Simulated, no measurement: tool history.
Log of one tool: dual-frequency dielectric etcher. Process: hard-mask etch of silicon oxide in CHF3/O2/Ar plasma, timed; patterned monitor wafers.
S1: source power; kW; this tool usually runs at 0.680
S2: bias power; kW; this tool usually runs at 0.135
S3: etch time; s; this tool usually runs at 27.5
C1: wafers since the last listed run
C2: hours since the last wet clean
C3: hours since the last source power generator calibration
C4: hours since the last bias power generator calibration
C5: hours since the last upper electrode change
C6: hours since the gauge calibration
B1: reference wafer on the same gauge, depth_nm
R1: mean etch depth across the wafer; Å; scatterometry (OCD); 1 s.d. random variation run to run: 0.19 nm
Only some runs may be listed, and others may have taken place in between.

run	hour	S1	S2	S3	C1	C2	C3	C4	C5	C6	B1	R1
1	0.0	0.680	0.135	27.5	0	396.3	1162.9	5214.2	5840.3	1957.3	48.3	491
2	48.7	0.680	0.135	27.5	948	445.0	1211.6	5262.9	5889.0	2006.0	48.4	493
3	84.1	0.680	0.135	27.5	689	480.4	1247.0	5298.3	5924.4	2041.4	48.3	493
# hour 91.4: gauge calibrated
# hour 148.1: wet clean of the chamber
4	148.6	0.680	0.135	27.5	789	0.5	1311.5	5362.8	5988.9	57.2	48.2	491
5	174.4	0.680	0.135	27.5	502	26.3	1337.3	5388.6	6014.7	83.0	48.3	492
6	209.4	0.680	0.135	33.0	681	61.3	1372.3	5423.6	6049.7	118.0	48.3	594
7	268.6	0.680	0.153	27.5	1153	120.5	1431.5	5482.8	6108.9	177.2	48.3	515
8	313.3	0.750	0.162	27.5	870	165.2	1476.2	5527.5	6153.6	221.9	48.3	550
# hour 353.5: bias power generator calibrated
9	378.4	0.750	0.162	27.5	1190	230.3	1541.3	24.9	6218.7	287.0	48.3	551
10	408.8	0.750	0.162	27.5	592	260.7	1571.7	55.3	6249.1	317.4	48.3	552
# hour 440.1: upper electrode replaced
11	440.6	0.680	0.135	27.5	151	292.5	1603.5	87.1	0.5	349.2	48.3	491
12	476.0	0.680	0.135	27.5	689	327.9	1638.9	122.5	35.9	384.6	48.2	490
13	500.8	0.680	0.135	27.5	483	352.7	1663.7	147.3	60.7	409.4	48.3	495
14	544.5	0.680	0.121	27.5	851	396.4	1707.4	191.0	104.4	453.1	48.3	478
15	597.1	0.680	0.168	27.5	1024	449.0	1760.0	243.6	157.0	505.7	48.3	534
# hour 611.5: source power generator calibrated
16	630.1	0.680	0.135	27.5	565	482.0	18.6	276.6	190.0	538.7	48.3	491
# hour 665.9: wet clean of the chamber
17	740.0	0.680	0.168	27.5	1673	74.1	128.5	386.5	299.9	648.6	48.3	530
18	770.3	0.680	0.115	21.5	590	104.4	158.8	416.8	330.2	678.9	48.2	365
19	796.6	0.680	0.112	20.5	512	130.7	185.1	443.1	356.5	705.2	48.3	343
20	863.2	0.680	0.135	27.5	1297	197.3	251.7	509.7	423.1	771.8	48.3	493
21	889.8	0.570	0.135	27.5	518	223.9	278.3	536.3	449.7	798.4	48.3	452
22	942.1	0.680	0.107	24.0	1019	276.2	330.6	588.6	502.0	850.7	48.3	394
23	1007.1	0.540	0.166	35.5	1266	341.2	395.6	653.6	567.0	915.7	48.3	613
24	1067.1	0.730	0.144	35.5	1169	401.2	455.6	713.6	627.0	975.7	48.3	670
# hour 1137.4: wet clean of the chamber
25	1137.9	0.680	0.135	21.5	911	0.5	526.4	784.4	697.8	1046.5	48.3	385
26	1158.7	0.540	0.153	25.5	405	21.3	547.2	805.2	718.6	1067.3	48.3	426
27	1223.7	0.800	0.125	27.5	1266	86.3	612.2	870.2	783.6	1132.3	48.3	518
28	1285.7	0.560	0.156	34.5	1208	148.3	674.2	932.2	845.6	1194.3	48.3	587
29	1327.4	0.680	0.135	35.0	812	190.0	715.9	973.9	887.3	1236.0	48.3	630

Branching from run 29: 5 alternative next runs. What would each branch give?
A	1327.8	0.680	0.135	25.5	7	190.4	716.3	974.3	887.7	1236.4	?	?
B	1327.8	0.680	0.168	32.5	7	190.4	716.3	974.3	887.7	1236.4	?	?
C	1327.8	0.680	0.107	21.5	7	190.4	716.3	974.3	887.7	1236.4	?	?
D	1327.8	0.570	0.135	30.5	7	190.4	716.3	974.3	887.7	1236.4	?	?
E	1327.8	0.640	0.145	27.5	7	190.4	716.3	974.3	887.7	1236.4	?	?

run	B1	R1
A	48.4	453
B	48.4	624
C	48.4	352
D	48.4	495
E	48.4	486
With the hidden condition removed and each run's random variation left untouched, the same runs would have given:
run	R1
A	453
B	624
C	352
D	495
E	486
